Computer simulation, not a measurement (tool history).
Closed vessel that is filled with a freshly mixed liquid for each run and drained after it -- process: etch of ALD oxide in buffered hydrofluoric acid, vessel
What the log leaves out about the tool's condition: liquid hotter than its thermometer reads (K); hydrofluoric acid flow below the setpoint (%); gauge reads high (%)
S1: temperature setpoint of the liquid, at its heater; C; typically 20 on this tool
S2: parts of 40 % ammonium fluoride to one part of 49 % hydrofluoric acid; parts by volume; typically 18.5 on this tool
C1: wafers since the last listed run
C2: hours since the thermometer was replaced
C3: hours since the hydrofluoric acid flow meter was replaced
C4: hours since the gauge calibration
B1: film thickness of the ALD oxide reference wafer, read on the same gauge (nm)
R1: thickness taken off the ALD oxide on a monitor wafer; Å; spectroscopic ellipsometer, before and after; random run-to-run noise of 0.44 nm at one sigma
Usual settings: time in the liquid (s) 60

{"run": 1, "day": 0.0, "S1": 20, "S2": 18.5, "time in the liquid (s)": 60, "C1": 0, "C2": 2029, "C3": 1417.4, "C4": 281.6, "B1": 79.99, "R1": 691.6}
{"run": 2, "day": 0.454, "S1": 22.5, "S2": 18.5, "time in the liquid (s)": 60, "C1": 983, "C2": 2039.9, "C3": 1428.3, "C4": 292.5, "B1": 79.99, "R1": 789.4}
{"run": 3, "day": 0.9, "S1": 22.5, "S2": 18.5, "time in the liquid (s)": 60, "C1": 965, "C2": 2050.6, "C3": 1439, "C4": 303.2, "B1": 79.99, "R1": 799.4}
{"run": 4, "day": 1.333, "S1": 21.5, "S2": 18.5, "time in the liquid (s)": 60, "C1": 938, "C2": 2061, "C3": 1449.4, "C4": 313.6, "B1": 80.04, "R1": 763.3}
{"run": 5, "day": 1.996, "S1": 21.5, "S2": 18.5, "time in the liquid (s)": 60, "C1": 1435, "C2": 2076.9, "C3": 1465.3, "C4": 329.5, "B1": 80, "R1": 758.4}
{"run": 6, "day": 2.612, "S1": 17, "S2": 18.5, "time in the liquid (s)": 60, "C1": 1335, "C2": 2091.7, "C3": 1480.1, "C4": 344.3, "B1": 80.03, "R1": 590.6}
{"day": 2.771, "done": "gauge calibrated"}
{"run": 7, "day": 3.333, "S1": 20, "S2": 18.5, "time in the liquid (s)": 60, "C1": 1561, "C2": 2109, "C3": 1497.4, "C4": 13.5, "B1": 80.01, "R1": 700.6}
{"run": 8, "day": 3.612, "S1": 20, "S2": 18.5, "time in the liquid (s)": 60, "C1": 604, "C2": 2115.7, "C3": 1504.1, "C4": 20.2, "B1": 80.03, "R1": 696.4}
{"day": 3.804, "done": "thermometer replaced"}
{"run": 9, "day": 4.079, "S1": 20, "S2": 18.5, "time in the liquid (s)": 60, "C1": 920, "C2": 6.6, "C3": 1515.3, "C4": 31.4, "B1": 80, "R1": 602.3}
{"run": 10, "day": 4.592, "S1": 21.5, "S2": 25, "time in the liquid (s)": 80, "C1": 1110, "C2": 18.9, "C3": 1527.6, "C4": 43.7, "B1": 80.04, "R1": 687.1}
{"day": 4.988, "done": "hydrofluoric acid flow meter replaced"}
{"run": 11, "day": 5.179, "S1": 25, "S2": 24, "time in the liquid (s)": 35, "C1": 1182, "C2": 33, "C3": 4.6, "C4": 57.8, "B1": 80.03, "R1": 369.6}
{"run": 12, "day": 5.783, "S1": 20, "S2": 18.5, "time in the liquid (s)": 45, "C1": 1308, "C2": 47.5, "C3": 19.1, "C4": 72.3, "B1": 80.01, "R1": 449}
{"run": 13, "day": 6.504, "S1": 20, "S2": 18.5, "time in the liquid (s)": 60, "C1": 1561, "C2": 64.8, "C3": 36.4, "C4": 89.6, "B1": 80.01, "R1": 600.5}
{"run": 14, "day": 6.967, "S1": 17, "S2": 14, "time in the liquid (s)": 30, "C1": 1001, "C2": 75.9, "C3": 47.5, "C4": 100.7, "B1": 80.03, "R1": 328.8}
{"run": 15, "day": 7.462, "S1": 20, "S2": 15, "time in the liquid (s)": 90, "C1": 1074, "C2": 87.8, "C3": 59.4, "C4": 112.6, "B1": 80.01, "R1": 1097.3}
{"run": 16, "day": 8.146, "S1": 20, "S2": 16.5, "time in the liquid (s)": 70, "C1": 1480, "C2": 104.2, "C3": 75.8, "C4": 129, "B1": 80.05, "R1": 774.5}
{"run": 17, "day": 8.554, "S1": 20, "S2": 18.5, "time in the liquid (s)": 60, "C1": 884, "C2": 114, "C3": 85.6, "C4": 138.8, "B1": 80.03, "R1": 599.2}
{"run": 18, "day": 8.954, "S1": 20, "S2": 18.5, "time in the liquid (s)": 60, "C1": 866, "C2": 123.6, "C3": 95.2, "C4": 148.4, "B1": 80, "R1": 588.9}
{"run": 19, "day": 9.5, "S1": 24.5, "S2": 21, "time in the liquid (s)": 60, "C1": 1182, "C2": 136.7, "C3": 108.3, "C4": 161.5, "B1": 80.03, "R1": 696.2}
{"run": 20, "day": 9.846, "S1": 18.5, "S2": 18.5, "time in the liquid (s)": 60, "C1": 749, "C2": 145, "C3": 116.6, "C4": 169.8, "B1": 79.99, "R1": 550.2}
{"run": 21, "day": 10.321, "S1": 20, "S2": 11.5, "time in the liquid (s)": 80, "C1": 1028, "C2": 156.4, "C3": 128, "C4": 181.2, "B1": 80.01, "R1": 1284.8}
{"run": 22, "day": 10.954, "S1": 20, "S2": 18.5, "time in the liquid (s)": 60, "C1": 1371, "C2": 171.6, "C3": 143.2, "C4": 196.4, "B1": 80, "R1": 592.7}
{"run": 23, "day": 11.229, "S1": 20, "S2": 22.5, "time in the liquid (s)": 80, "C1": 595, "C2": 178.2, "C3": 149.8, "C4": 203, "B1": 80, "R1": 682.8}
{"run": 24, "day": 11.554, "S1": 24.5, "S2": 14.5, "time in the liquid (s)": 80, "C1": 703, "C2": 186, "C3": 157.6, "C4": 210.8, "B1": 80, "R1": 1305.1}
{"run": 25, "day": 12.25, "S1": 24.5, "S2": 12, "time in the liquid (s)": 60, "C1": 1507, "C2": 202.7, "C3": 174.3, "C4": 227.5, "B1": 80.01, "R1": 1167}
{"run": 26, "day": 12.729, "S1": 18.5, "S2": 24, "time in the liquid (s)": 35, "C1": 1037, "C2": 214.2, "C3": 185.8, "C4": 239, "B1": 80, "R1": 264.3}
{"run": 27, "day": 13.471, "S1": 20, "S2": 18.5, "time in the liquid (s)": 60, "C1": 1606, "C2": 232, "C3": 203.6, "C4": 256.8, "B1": 79.99, "R1": 600.9}
{"run": 28, "day": 13.983, "S1": 20, "S2": 18.5, "time in the liquid (s)": 80, "C1": 1110, "C2": 244.3, "C3": 215.9, "C4": 269.1, "B1": 80, "R1": 807.4}
{"run": 29, "day": 14.479, "S1": 20, "S2": 13, "time in the liquid (s)": 60, "C1": 1074, "C2": 256.2, "C3": 227.8, "C4": 281, "B1": 79.97, "R1": 860.2}
{"run": 30, "day": 14.879, "S1": 23, "S2": 18.5, "time in the liquid (s)": 45, "C1": 866, "C2": 265.8, "C3": 237.4, "C4": 290.6, "B1": 80.01, "R1": 531.1}
{"run": 31, "day": 15.138, "S1": 17.5, "S2": 13, "time in the liquid (s)": 80, "C1": 559, "C2": 272, "C3": 243.6, "C4": 296.8, "B1": 80.02, "R1": 986.5}
{"run": 32, "day": 15.429, "S1": 23.5, "S2": 15, "time in the liquid (s)": 30, "C1": 631, "C2": 279, "C3": 250.6, "C4": 303.8, "B1": 79.98, "R1": 452}
{"run": 33, "day": 15.925, "S1": 20, "S2": 14, "time in the liquid (s)": 60, "C1": 1074, "C2": 290.9, "C3": 262.5, "C4": 315.7, "B1": 79.96, "R1": 794.5}

5 ways to go on from here, each from the tool as it stands after run 33. What would each give?
{"run": "A", "day": 15.954, "S1": 20, "S2": 18.5, "time in the liquid (s)": 60, "C1": 63, "C2": 291.6, "C3": 263.2, "C4": 316.4, "B1": "?", "R1": "?"}
{"run": "B", "day": 15.954, "S1": 20, "S2": 18.5, "time in the liquid (s)": 85, "C1": 63, "C2": 291.6, "C3": 263.2, "C4": 316.4, "B1": "?", "R1": "?"}
{"run": "C", "day": 15.954, "S1": 22, "S2": 16.5, "time in the liquid (s)": 30, "C1": 63, "C2": 291.6, "C3": 263.2, "C4": 316.4, "B1": "?", "R1": "?"}
{"run": "D", "day": 15.954, "S1": 18, "S2": 16.5, "time in the liquid (s)": 45, "C1": 63, "C2": 291.6, "C3": 263.2, "C4": 316.4, "B1": "?", "R1": "?"}
{"run": "E", "day": 15.954, "S1": 22, "S2": 24, "time in the liquid (s)": 30, "C1": 63, "C2": 291.6, "C3": 263.2, "C4": 316.4, "B1": "?", "R1": "?"}

run=A B1=79.98 R1=609.7
run=B B1=79.98 R1=863.8
run=C B1=79.98 R1=381.4
run=D B1=79.98 R1=457.4
run=E B1=79.98 R1=278.2
Stripped of hidden state, with their random variation kept, the same runs would have yielded:
run=A R1=594.9
run=B R1=842.7
run=C R1=372.2
run=D R1=446.1
run=E R1=271.5
